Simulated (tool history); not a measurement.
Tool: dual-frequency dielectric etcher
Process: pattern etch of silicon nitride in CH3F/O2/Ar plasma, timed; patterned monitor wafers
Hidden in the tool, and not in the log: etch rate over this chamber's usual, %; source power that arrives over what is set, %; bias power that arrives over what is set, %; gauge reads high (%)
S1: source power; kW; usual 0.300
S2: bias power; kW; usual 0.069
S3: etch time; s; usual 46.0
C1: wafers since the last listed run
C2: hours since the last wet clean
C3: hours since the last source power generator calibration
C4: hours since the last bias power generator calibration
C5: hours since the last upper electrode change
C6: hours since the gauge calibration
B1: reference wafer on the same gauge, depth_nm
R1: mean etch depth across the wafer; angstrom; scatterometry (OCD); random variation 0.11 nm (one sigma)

run    hour     S1     S2    S3    C1     C2      C3      C4      C5      C6     B1     R1
  1     0.0  0.300  0.069  46.0     0  404.9   599.3  2794.9  1405.1  1058.8  30.93  300.1
  2    72.0  0.300  0.069  46.0   745  476.9   671.3  2866.9  1477.1  1130.8  30.89  303.0
  3   151.5  0.300  0.069  46.0   823  556.4   750.8  2946.4  1556.6  1210.3  30.91  300.7
      371.5  -- wet clean of the chamber
  4   438.0  0.350  0.061  46.0  2719   66.5  1037.3  3232.9  1843.1  1496.8  30.98  308.3
  5   506.2  0.300  0.069  46.0   706  134.7  1105.5  3301.1  1911.3  1565.0  30.92  301.5
  6   557.4  0.230  0.077  46.0   530  185.9  1156.7  3352.3  1962.5  1616.2  30.87  283.4
  7   597.4  0.300  0.053  34.0   414  225.9  1196.7  3392.3  2002.5  1656.2  30.94  209.8
      657.8  -- upper electrode replaced
  8   658.3  0.300  0.062  46.0   382  286.8  1257.6  3453.2     0.5  1717.1  30.91  295.3
  9   691.2  0.250  0.076  51.5   340  319.7  1290.5  3486.1    33.4  1750.0  30.91  324.9
 10   781.7  0.280  0.059  37.0   937  410.2  1381.0  3576.6   123.9  1840.5  30.89  226.8
 11   848.6  0.300  0.053  34.0   692  477.1  1447.9  3643.5   190.8  1907.4  30.94  208.6
 12   934.8  0.300  0.069  46.0   892  563.3  1534.1  3729.7   277.0  1993.6  30.94  303.1
 13  1010.5  0.350  0.085  55.5   784  639.0  1609.8  3805.4   352.7  2069.3  30.86  407.7
     1091.1  -- source power generator calibrated
 14  1108.1  0.230  0.079  42.0   969  736.6    17.0  3903.0   450.3  2166.9  30.86  259.9
     1164.7  -- wet clean of the chamber
 15  1165.2  0.370  0.076  53.5   342    0.5    74.1  3960.1   507.4  2224.0  30.94  391.6
 16  1210.5  0.300  0.069  46.0   469   45.8   119.4  4005.4   552.7  2269.3  30.88  301.8
     1278.4  -- bias power generator calibrated
 17  1280.2  0.300  0.069  46.0   680  115.5   189.1     1.8   622.4  2339.0  30.90  297.9
 18  1332.1  0.300  0.082  55.5   537  167.4   241.0    53.7   674.3  2390.9  30.89  379.7
 19  1377.2  0.230  0.075  57.5   467  212.5   286.1    98.8   719.4  2436.0  30.90  349.2
     1454.6  -- gauge calibrated
 20  1457.2  0.220  0.069  46.0   828  292.5   366.1   178.8   799.4     2.6  30.84  266.1
 21  1705.1  0.300  0.077  39.0  2567  540.4   614.0   426.7  1047.3   250.5  30.92  261.4
 22  1805.9  0.300  0.069  41.0  1044  641.2   714.8   527.5  1148.1   351.3  30.90  266.1
     1889.8  -- wet clean of the chamber
 23  1891.5  0.300  0.069  46.0   638    1.7   800.4   613.1  1233.7   436.9  30.88  298.3
 24  1935.2  0.230  0.059  51.5   452   45.4   844.1   656.8  1277.4   480.6  30.91  292.7
 25  2024.7  0.260  0.080  42.5   927  134.9   933.6   746.3  1366.9   570.1  30.91  274.2
 26  2100.8  0.370  0.080  57.5   788  211.0  1009.7   822.4  1443.0   646.2  30.87  421.1
 27  2169.5  0.300  0.069  53.0   711  279.7  1078.4   891.1  1511.7   714.9  30.91  347.1
 28  2254.1  0.260  0.057  51.5   876  364.3  1163.0   975.7  1596.3   799.5  30.86  304.7
 29  2343.0  0.300  0.082  46.0   920  453.2  1251.9  1064.6  1685.2   888.4  30.83  314.4
 30  2444.4  0.300  0.069  46.0  1050  554.6  1353.3  1166.0  1786.6   989.8  30.88  301.5

4 ways to go on from here, each from the tool as it stands after run 30. What would each give?
  A  2444.8  0.300  0.069  46.0   4  555.0  1353.7  1166.4  1787.0  990.2   ?   ?
  B  2444.8  0.270  0.074  34.5   4  555.0  1353.7  1166.4  1787.0  990.2   ?   ?
  C  2444.8  0.340  0.057  50.5   4  555.0  1353.7  1166.4  1787.0  990.2   ?   ?
  D  2444.8  0.320  0.069  32.0   4  555.0  1353.7  1166.4  1787.0  990.2   ?   ?

run     B1     R1
  A  30.90  300.2
  B  30.90  221.0
  C  30.90  328.6
  D  30.90  213.7
Without the tool's hidden state the same runs would have given:
run     R1
  A  298.9
  B  220.0
  C  327.2
  D  212.8

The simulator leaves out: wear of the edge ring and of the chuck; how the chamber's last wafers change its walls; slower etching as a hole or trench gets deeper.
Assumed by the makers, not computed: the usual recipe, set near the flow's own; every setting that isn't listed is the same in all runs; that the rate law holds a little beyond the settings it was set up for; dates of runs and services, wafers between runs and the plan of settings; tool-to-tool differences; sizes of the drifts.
